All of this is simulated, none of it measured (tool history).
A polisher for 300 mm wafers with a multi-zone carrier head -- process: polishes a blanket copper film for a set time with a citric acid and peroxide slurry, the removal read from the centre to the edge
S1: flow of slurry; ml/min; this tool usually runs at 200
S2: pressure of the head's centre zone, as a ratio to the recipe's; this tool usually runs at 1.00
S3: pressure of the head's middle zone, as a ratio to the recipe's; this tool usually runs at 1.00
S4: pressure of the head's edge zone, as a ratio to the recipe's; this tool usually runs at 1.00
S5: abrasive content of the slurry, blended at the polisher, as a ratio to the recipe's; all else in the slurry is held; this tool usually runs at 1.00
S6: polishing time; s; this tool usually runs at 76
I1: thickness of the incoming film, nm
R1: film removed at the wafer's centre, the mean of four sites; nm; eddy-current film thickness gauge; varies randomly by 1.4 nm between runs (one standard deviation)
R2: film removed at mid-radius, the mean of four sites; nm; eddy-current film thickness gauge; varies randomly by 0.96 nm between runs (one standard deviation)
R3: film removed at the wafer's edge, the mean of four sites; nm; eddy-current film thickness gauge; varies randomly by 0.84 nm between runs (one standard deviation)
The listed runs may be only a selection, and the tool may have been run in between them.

run     day   S1    S2    S3    S4    S5  S6     I1     R1     R2     R3
  1   0.000  200  1.00  0.92  1.00  1.00  76  894.3   94.1   85.0   93.2
  2   0.733  180  1.00  1.00  1.00  1.10  76  888.4   90.3   91.3   96.2
  3   1.242  200  1.00  1.00  1.00  1.00  76  883.6   90.7   91.2   93.2
  4   1.954  200  1.00  1.00  1.00  1.00  92  900.4  109.7  108.1  111.4
  5   2.646  200  1.00  1.00  1.00  1.00  76  887.6   89.7   88.3   93.2
  6   2.971  200  1.00  1.00  1.00  1.00  76  882.9   91.3   90.3   93.3
  7   3.292  200  1.00  0.92  1.00  0.85  76  891.0   85.7   80.1   86.8
      3.862  -- carrier head's membrane replaced by a new one
  8   3.883  200  0.97  1.00  0.92  1.00  76  905.9   85.2   89.4   88.0
      4.442  -- worn pad replaced by a new one, repeated, since the last time left the tool worse
  9   4.462  135  1.00  1.08  0.90  1.00  60  898.9   74.8   82.6   76.6
 10   4.867  200  1.00  1.00  1.00  1.00  76  890.8  106.0  104.8  108.2
 11   5.175  180  1.00  1.00  1.09  1.00  76  892.2  102.1  101.3  110.1
 12   5.746  200  0.94  1.00  1.00  1.15  76  899.2  103.2  108.4  112.5
 13   6.383  200  1.04  0.94  1.09  1.00  83  874.7  119.0  107.3  123.1
 14   7.125  200  1.00  1.00  1.11  1.00  62  890.8   83.8   82.2   91.0
 15   9.242  155  1.00  1.00  1.00  1.00  76  883.7   95.8   97.2  100.6
 16   9.979  200  1.00  1.00  1.00  1.00  76  875.2  100.2  102.3  103.8
 17  10.367  200  1.00  1.00  1.09  1.00  76  889.9  101.2   99.0  108.5
 18  10.788  200  1.00  1.00  1.00  1.00  76  887.2  100.5  100.3  103.4
 19  11.488  160  0.91  1.09  1.00  1.00  76  908.0   87.1  104.8   98.6
 20  12.171  200  0.90  1.00  0.95  0.85  85  884.9   98.4  107.4  106.7
 21  12.579  260  1.00  1.00  1.00  1.00  76  892.8  102.3  103.8  105.1

Consider 5 possible next runs. They are alternatives, not a sequence: every one starts from the tool as it was left by run 21. What does each give?
  A  12.600  200  1.00  1.00  1.00  0.80  76  898.0   ?   ?   ?
  B  12.600  200  1.00  0.92  1.11  1.30  86  898.0   ?   ?   ?
  C  12.600  200  1.00  0.94  1.00  1.00  52  898.0   ?   ?   ?
  D  12.600  130  1.00  1.00  1.00  1.00  88  898.0   ?   ?   ?
  E  12.600  180  1.00  1.00  1.00  1.00  76  898.0   ?   ?   ?

run     R1     R2     R3
  A   93.4   94.0   97.5
  B  119.6  112.2  131.6
  C   67.7   64.6   70.7
  D  103.6  105.3  112.0
  E   97.0   97.7  101.9
With no hidden state in the tool, these same runs would have given:
run     R1     R2     R3
  A   99.0   99.6  103.3
  B  126.7  118.9  139.4
  C   71.7   68.5   74.9
  D  109.8  111.6  118.7
  E  102.8  103.6  107.9
